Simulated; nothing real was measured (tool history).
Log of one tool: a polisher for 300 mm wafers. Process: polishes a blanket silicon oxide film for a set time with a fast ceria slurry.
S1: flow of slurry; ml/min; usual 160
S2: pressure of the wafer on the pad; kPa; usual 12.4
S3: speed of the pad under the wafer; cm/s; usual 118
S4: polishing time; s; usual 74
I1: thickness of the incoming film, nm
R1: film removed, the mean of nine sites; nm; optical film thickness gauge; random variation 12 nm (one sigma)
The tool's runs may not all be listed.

Run 1, hour 0: usual settings; I1 3627.4. Result: R1 823.3 nm.
Run 2, hour 28.6: usual settings; I1 3601. Result: R1 790.1 nm.
At hour 34.7: worn pad replaced by a new one.
Run 3, hour 75.3: usual settings; I1 3647.1. Result: R1 841.2 nm.
Run 4, hour 99.8: usual settings but S4 64 s; I1 3612.6. Result: R1 703.5 nm.
At hour 121.1: worn pad replaced by a new one.
Run 5, hour 121.4: usual settings but S1 125 ml/min; I1 3577.9. Result: R1 796.8 nm.
Run 6, hour 139.8: usual settings but S1 125 ml/min; I1 3576.9. Result: R1 771.5 nm.
Run 7, hour 154.9: usual settings but S1 125 ml/min; I1 3591.2. Result: R1 753.1 nm.
Run 8, hour 170.8: usual settings; I1 3626.1. Result: R1 773.3 nm.
Run 9, hour 192.1: usual settings; I1 3634.8. Result: R1 755.3 nm.
At hour 201: slurry nozzle cleaned.
Run 10, hour 207: usual settings but S1 125 ml/min; I1 3631.9. Result: R1 776.1 nm.
At hour 212.8: head pressure recalibrated.
At hour 221.6: worn pad replaced by a new one.
Run 11, hour 238.9: usual settings but S3 80 cm/s, S4 55 s; I1 3676.7. Result: R1 451.6 nm.
Run 12, hour 270.5: usual settings but S2 11 kPa; I1 3622. Result: R1 810.4 nm.
Run 13, hour 289.3: usual settings but S1 175 ml/min, S2 11 kPa, S3 90 cm/s, S4 95 s; I1 3610.3. Result: R1 776.3 nm.
Run 14, hour 307.1: usual settings but S2 14.5 kPa; I1 3660. Result: R1 955.6 nm.
At hour 327.9: worn pad replaced by a new one.
Run 15, hour 333.6: usual settings but S1 140 ml/min, S2 15.9 kPa, S3 98 cm/s, S4 49 s; I1 3593.6. Result: R1 615.5 nm.
Run 16, hour 368.8: usual settings; I1 3601.9. Result: R1 868.8 nm.
Run 17, hour 429.1: usual settings but S1 195 ml/min, S2 10.3 kPa, S3 144 cm/s, S4 83 s; I1 3603.8. Result: R1 978.2 nm.
At hour 433.4: worn pad replaced by a new one.
Run 18, hour 446.9: usual settings but S2 9 kPa; I1 3626.8. Result: R1 673 nm.
Run 19, hour 472.4: usual settings; I1 3601.9. Result: R1 857.3 nm.

5 ways to go on from here, each from the tool as it stands after run 19. What would each give?
Run A, hour 472.8: usual settings; I1 3685.6. Result: R1 ?.
Run B, hour 472.8: usual settings but S1 195 ml/min; I1 3685.6. Result: R1 ?.
Run C, hour 472.8: usual settings but S1 130 ml/min, S3 148 cm/s, S4 63 s; I1 3685.6. Result: R1 ?.
Run D, hour 472.8: usual settings but S4 84 s; I1 3685.6. Result: R1 ?.
Run E, hour 472.8: usual settings but S1 175 ml/min, S2 16.5 kPa, S3 104 cm/s, S4 96 s; I1 3685.6. Result: R1 ?.

run     R1
  A  871.8
  B  902.6
  C  889.5
  D  989.7
  E   1318
Without the tool's hidden state the same runs would have given:
run      R1
  A   934.1
  B   964.4
  C   956.4
  D  1060.4
  E  1410.3

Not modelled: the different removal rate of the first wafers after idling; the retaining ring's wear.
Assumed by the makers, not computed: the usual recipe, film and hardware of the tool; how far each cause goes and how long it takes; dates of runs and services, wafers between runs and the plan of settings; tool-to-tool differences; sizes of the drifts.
